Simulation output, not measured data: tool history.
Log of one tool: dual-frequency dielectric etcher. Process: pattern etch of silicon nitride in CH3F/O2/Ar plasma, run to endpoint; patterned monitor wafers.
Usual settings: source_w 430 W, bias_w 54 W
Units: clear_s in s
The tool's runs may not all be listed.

run    hour  source_w  bias_w  wafers since the last listed run  hours since the last wet clean  hours since the last source power generator calibration  hours since the last bias power generator calibration  hours since the last upper electrode change  incoming incoming film thickness, nm  clear_s
  1       0       430      48                                 0                           128.8                                                   2954.2                                                 1378.1                                       1448.8                                 27.01     37.5
  2    60.9       430      54                               668                           189.7                                                   3015.1                                                   1439                                       1509.7                                 27.39     37.2
  3    90.6       430      54                               326                           219.4                                                   3044.8                                                 1468.7                                       1539.4                                 27.14       36
  4   153.1       430      54                               686                           281.9                                                   3107.3                                                 1531.2                                       1601.9                                 27.42     36.3
  5   200.6       430      54                               521                           329.4                                                   3154.8                                                 1578.7                                       1649.4                                  27.2     35.1
  6   251.3       430      46                               556                           380.1                                                   3205.5                                                 1629.4                                       1700.1                                 27.38     37.6
      275.8  -- wet clean of the chamber
  7   319.7       370      62                               487                            43.9                                                   3273.9                                                 1697.8                                       1768.5                                 27.08     37.6
  8   349.7       370      62                               329                            73.9                                                   3303.9                                                 1727.8                                       1798.5                                 26.87     37.1
  9   381.7       370      62                               351                           105.9                                                   3335.9                                                 1759.8                                       1830.5                                 26.84       37
 10   432.6       430      54                               558                           156.8                                                   3386.8                                                 1810.7                                       1881.4                                 26.89     36.1
 11   503.5       430      54                               778                           227.7                                                   3457.7                                                 1881.6                                       1952.3                                 27.21     36.9
 12   550.4       430      54                               514                           274.6                                                   3504.6                                                 1928.5                                       1999.2                                 27.03     35.7
      582.1  -- source power generator calibrated
 13   591.6       430      54                               408                           315.8                                                      9.5                                                 1969.7                                       2040.4                                 27.09     35.2
      650.2  -- wet clean of the chamber
      652.6  -- bias power generator calibrated
 14   653.1       430      54                               385                             2.9                                                       71                                                    0.5                                       2101.9                                 27.15     36.9
 15   681.7       430      54                               313                            31.5                                                     99.6                                                   29.1                                       2130.5                                 26.93     36.2
 16   708.8       390      63                               297                            58.6                                                    126.7                                                   56.2                                       2157.6                                 27.19     36.6
 17   735.7       430      54                               295                            85.5                                                    153.6                                                   83.1                                       2184.5                                 27.06     36.1
 18   788.4       330      45                               578                           138.2                                                    206.3                                                  135.8                                       2237.2                                 27.24       43
 19   831.1       460      65                               468                           180.9                                                      249                                                  178.5                                       2279.9                                 27.24     33.3
      855.5  -- upper electrode replaced
 20   892.8       430      65                               413                           242.6                                                    310.7                                                  240.2                                         37.3                                 26.72     33.5
 21   948.2       400      63                               608                             298                                                    366.1                                                  295.6                                         92.7                                 27.17       35
 22  1011.7       430      54                               697                           361.5                                                    429.6                                                  359.1                                        156.2                                 27.22     35.7
     1077.3  -- wet clean of the chamber
 23  1077.8       430      47                               462                             0.5                                                    495.7                                                  425.2                                        222.3                                 26.88     38.3
 24  1112.8       460      45                               384                            35.5                                                    530.7                                                  460.2                                        257.3                                  27.1     37.7
 25  1158.5       540      50                               501                            81.2                                                    576.4                                                  505.9                                          303                                 26.95     34.2
 26  1229.4       430      54                               778                           152.1                                                    647.3                                                  576.8                                        373.9                                 27.17     36.4
 27  1287.6       430      54                               638                           210.3                                                    705.5                                                    635                                        432.1                                 27.09     36.5
 28  1312.3       390      67                               271                             235                                                    730.2                                                  659.7                                        456.8                                 26.81     34.5
 29  1357.2       340      64                               492                           279.9                                                    775.1                                                  704.6                                        501.7                                 27.36     37.2
 30  1397.5       530      63                               442                           320.2                                                    815.4                                                  744.9                                          542                                 27.01     30.7
 31  1433.2       430      54                               391                           355.9                                                    851.1                                                  780.6                                        577.7                                 27.17     35.4
 32  1479.9       480      63                               512                           402.6                                                    897.8                                                  827.3                                        624.4                                 27.12     32.2
     1548.1  -- wet clean of the chamber
 33  1548.6       430      54                               490                             0.5                                                    966.5                                                    896                                        693.1                                 27.17     36.7
 34  1566.7       480      50                               198                            18.6                                                    984.6                                                  914.1                                        711.2                                 26.87       36
 35  1619.7       430      54                               581                            71.6                                                   1037.6                                                  967.1                                        764.2                                 27.23     36.8

The same runs without the tool's hidden state, with the same run-to-run variation:
The hidden state here: etch rate over this chamber's usual, %; source power that arrives over what is set, %; bias power that arrives over what is set, %.
run  clear_s
  1     38.3
  2     38.3
  3     37.2
  4     37.7
  5     36.7
  6     39.5
  7     37.6
  8     37.3
  9     37.3
 10     36.6
 11     37.8
 12     36.8
 13     36.4
 14       37
 15     36.4
 16     36.9
 17     36.6
 18     43.8
 19     34.2
 20     34.6
 21     36.3
 22     37.3
 23     38.4
 24       38
 25     34.7
 26     37.2
 27     37.5
 28     35.6
 29     38.6
 30       32
 31       37
 32       34
 33     36.9
 34     36.2
 35     37.2
